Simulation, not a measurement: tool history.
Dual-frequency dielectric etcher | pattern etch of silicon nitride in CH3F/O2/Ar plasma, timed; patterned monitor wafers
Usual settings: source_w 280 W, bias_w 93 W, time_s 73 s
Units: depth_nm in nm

run	hour	source_w	bias_w	time_s	wafers since the last listed run	hours since the last wet clean	hours since the last source power generator calibration	hours since the last bias power generator calibration	hours since the last upper electrode change	hours since the gauge calibration	read-back reference wafer on the same gauge, depth_nm	depth_nm
1	0	280	93	60.5	0	301.6	3416.4	4018.1	3908.2	978.4	49.01	36.35
# hour 52.7: source power generator calibrated
2	84.1	230	77	73	1140	385.7	31.4	4102.2	3992.3	1062.5	48.98	37.32
3	117.7	230	77	73	478	419.3	65	4135.8	4025.9	1096.1	48.99	36.89
# hour 149.7: upper electrode replaced
4	150.2	280	93	73	120	451.8	97.5	4168.3	0.5	1128.6	49	43.6
# hour 161.2: gauge calibrated
5	164.2	280	93	73	199	465.8	111.5	4182.3	14.5	3	49	43.64
6	188	280	84	73	338	489.6	135.3	4206.1	38.3	26.8	48.95	41.24
7	203.1	280	84	73	214	504.7	150.4	4221.2	53.4	41.9	49	41.33
8	234.3	260	78	81.5	444	535.9	181.6	4252.4	84.6	73.1	48.99	43.58
# hour 268.4: wet clean of the chamber
9	268.9	230	87	73	150	0.5	216.2	4287	119.2	107.7	49.01	38.59
10	275.2	240	106	54	89	6.8	222.5	4293.3	125.5	114	49.06	31.82
# hour 288.7: bias power generator calibrated
11	291.8	240	93	54.5	179	23.4	239.1	3.1	142.1	130.6	49	30.06
12	319.5	240	93	73	394	51.1	266.8	30.8	169.8	158.3	49.02	40.49
13	335.2	250	104	81	223	66.8	282.5	46.5	185.5	174	49	48.07
14	354.8	280	93	73	278	86.4	302.1	66.1	205.1	193.6	48.91	42.89
15	384	310	93	79.5	415	115.6	331.3	95.3	234.3	222.8	48.97	48.31
16	415.5	280	93	73	448	147.1	362.8	126.8	265.8	254.3	49.05	42.66
17	447	310	93	79.5	448	178.6	394.3	158.3	297.3	285.8	48.99	48.61
18	482.9	280	93	73	511	214.5	430.2	194.2	333.2	321.7	49.01	42.94
19	502.8	280	93	73	283	234.4	450.1	214.1	353.1	341.6	49.02	43.04
20	537.8	350	80	73	498	269.4	485.1	249.1	388.1	376.6	49.02	44.13
21	556.5	280	71	79.5	266	288.1	503.8	267.8	406.8	395.3	48.99	41.33
22	590.8	280	113	73	488	322.4	538.1	302.1	441.1	429.6	48.97	47.7
23	612.6	280	93	73	310	344.2	559.9	323.9	462.9	451.4	48.99	43.02
24	638.2	280	112	73	364	369.8	585.5	349.5	488.5	477	49.06	47.5
25	671.4	250	103	89	472	403	618.7	382.7	521.7	510.2	49.03	53.73
26	705.7	240	80	51.5	488	437.3	653	417	556	544.5	49.01	27.01
27	733.9	280	78	73	401	465.5	681.2	445.2	584.2	572.7	48.97	39.78
28	765.5	280	93	87.5	449	497.1	712.8	476.8	615.8	604.3	49.01	52.13
29	793.2	280	93	73	394	524.8	740.5	504.5	643.5	632	48.99	43.95
30	829.1	280	105	73	511	560.7	776.4	540.4	679.4	667.9	49	46.22

4 ways to go on from here, each from the tool as it stands after run 30. What would each give?
A	829.5	280	93	73	5	561.1	776.8	540.8	679.8	668.3	?	?
B	829.5	330	99	86	5	561.1	776.8	540.8	679.8	668.3	?	?
C	829.5	300	93	62.5	5	561.1	776.8	540.8	679.8	668.3	?	?
D	829.5	240	71	83	5	561.1	776.8	540.8	679.8	668.3	?	?

run	read-back reference wafer on the same gauge, depth_nm	depth_nm
A	49.01	44.04
B	49.01	56.78
C	49.01	38.67
D	49.01	41.43
Without the tool's hidden state the same runs would have given:
run	depth_nm
A	42.85
B	55.24
C	37.63
D	40.31

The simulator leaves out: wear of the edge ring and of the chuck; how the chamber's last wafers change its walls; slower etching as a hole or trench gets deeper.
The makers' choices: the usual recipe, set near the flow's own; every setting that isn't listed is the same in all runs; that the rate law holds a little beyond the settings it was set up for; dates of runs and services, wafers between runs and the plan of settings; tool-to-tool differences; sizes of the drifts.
